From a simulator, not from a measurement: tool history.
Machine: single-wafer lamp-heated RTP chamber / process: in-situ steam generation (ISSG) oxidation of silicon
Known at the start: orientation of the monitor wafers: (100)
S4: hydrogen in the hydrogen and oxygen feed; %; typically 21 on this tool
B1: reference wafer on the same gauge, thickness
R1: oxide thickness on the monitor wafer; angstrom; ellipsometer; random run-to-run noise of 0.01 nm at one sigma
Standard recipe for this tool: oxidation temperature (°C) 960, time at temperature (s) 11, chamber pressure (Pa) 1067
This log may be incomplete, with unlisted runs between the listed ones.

{"run": 1, "day": 0.0, "oxidation temperature (°C)": 960, "time at temperature (s)": 11, "chamber pressure (Pa)": 1067, "S4": 21, "B1": 3.331, "R1": 37.14}
{"day": 0.262, "done": "pyrometer window cleaned and pyrometer calibrated"}
{"run": 2, "day": 0.658, "oxidation temperature (°C)": 960, "time at temperature (s)": 11, "chamber pressure (Pa)": 1067, "S4": 21, "B1": 3.331, "R1": 36.59}
{"run": 3, "day": 0.967, "oxidation temperature (°C)": 960, "time at temperature (s)": 11, "chamber pressure (Pa)": 1067, "S4": 21, "B1": 3.331, "R1": 36.47}
{"run": 4, "day": 1.617, "oxidation temperature (°C)": 960, "time at temperature (s)": 11, "chamber pressure (Pa)": 1067, "S4": 21, "B1": 3.331, "R1": 36.74}
{"run": 5, "day": 2.325, "oxidation temperature (°C)": 960, "time at temperature (s)": 11, "chamber pressure (Pa)": 1067, "S4": 21, "B1": 3.331, "R1": 36.52}
{"day": 2.771, "done": "pressure gauge zeroed"}
{"day": 3.033, "done": "hydrogen flow controller replaced"}
{"run": 6, "day": 3.054, "oxidation temperature (°C)": 960, "time at temperature (s)": 11, "chamber pressure (Pa)": 1067, "S4": 21, "B1": 3.33, "R1": 36.53}
{"run": 7, "day": 3.462, "oxidation temperature (°C)": 946, "time at temperature (s)": 11, "chamber pressure (Pa)": 1067, "S4": 21, "B1": 3.331, "R1": 35.53}
{"day": 3.775, "done": "gauge calibrated"}
{"run": 8, "day": 4.021, "oxidation temperature (°C)": 946, "time at temperature (s)": 11, "chamber pressure (Pa)": 1067, "S4": 21, "B1": 3.328, "R1": 35.65}
{"run": 9, "day": 4.583, "oxidation temperature (°C)": 960, "time at temperature (s)": 8, "chamber pressure (Pa)": 1067, "S4": 21, "B1": 3.327, "R1": 32.61}
{"run": 10, "day": 5.25, "oxidation temperature (°C)": 972, "time at temperature (s)": 11, "chamber pressure (Pa)": 1013, "S4": 12, "B1": 3.329, "R1": 33.05}
{"run": 11, "day": 5.921, "oxidation temperature (°C)": 960, "time at temperature (s)": 13, "chamber pressure (Pa)": 1067, "S4": 16, "B1": 3.331, "R1": 36.88}
{"day": 6.696, "done": "pyrometer window cleaned and pyrometer calibrated"}
{"run": 12, "day": 6.717, "oxidation temperature (°C)": 952, "time at temperature (s)": 15, "chamber pressure (Pa)": 987, "S4": 24, "B1": 3.331, "R1": 41.75}
{"run": 13, "day": 6.925, "oxidation temperature (°C)": 944, "time at temperature (s)": 11, "chamber pressure (Pa)": 973, "S4": 15, "B1": 3.332, "R1": 32.24}
{"run": 14, "day": 7.233, "oxidation temperature (°C)": 960, "time at temperature (s)": 11, "chamber pressure (Pa)": 1067, "S4": 21, "B1": 3.329, "R1": 36.46}
{"run": 15, "day": 7.921, "oxidation temperature (°C)": 967, "time at temperature (s)": 8, "chamber pressure (Pa)": 1227, "S4": 24, "B1": 3.331, "R1": 33.86}
{"run": 16, "day": 8.262, "oxidation temperature (°C)": 960, "time at temperature (s)": 11, "chamber pressure (Pa)": 1067, "S4": 21, "B1": 3.329, "R1": 36.58}
{"run": 17, "day": 8.575, "oxidation temperature (°C)": 978, "time at temperature (s)": 12, "chamber pressure (Pa)": 987, "S4": 16, "B1": 3.33, "R1": 37.25}

4 ways to go on from here, each from the tool as it stands after run 17. What would each give?
{"run": "A", "day": 8.592, "oxidation temperature (°C)": 978, "time at temperature (s)": 11, "chamber pressure (Pa)": 1067, "S4": 21, "B1": "?", "R1": "?"}
{"run": "B", "day": 8.592, "oxidation temperature (°C)": 960, "time at temperature (s)": 13, "chamber pressure (Pa)": 933, "S4": 17, "B1": "?", "R1": "?"}
{"run": "C", "day": 8.592, "oxidation temperature (°C)": 960, "time at temperature (s)": 11, "chamber pressure (Pa)": 1067, "S4": 25, "B1": "?", "R1": "?"}
{"run": "D", "day": 8.592, "oxidation temperature (°C)": 960, "time at temperature (s)": 11, "chamber pressure (Pa)": 1067, "S4": 17, "B1": "?", "R1": "?"}

run=A B1=3.327 R1=38.48
run=B B1=3.327 R1=36.9
run=C B1=3.327 R1=38.36
run=D B1=3.327 R1=34.78
Without the tool's hidden state the same runs would have given:
run=A R1=38.24
run=B R1=36.68
run=C R1=38.15
run=D R1=34.59
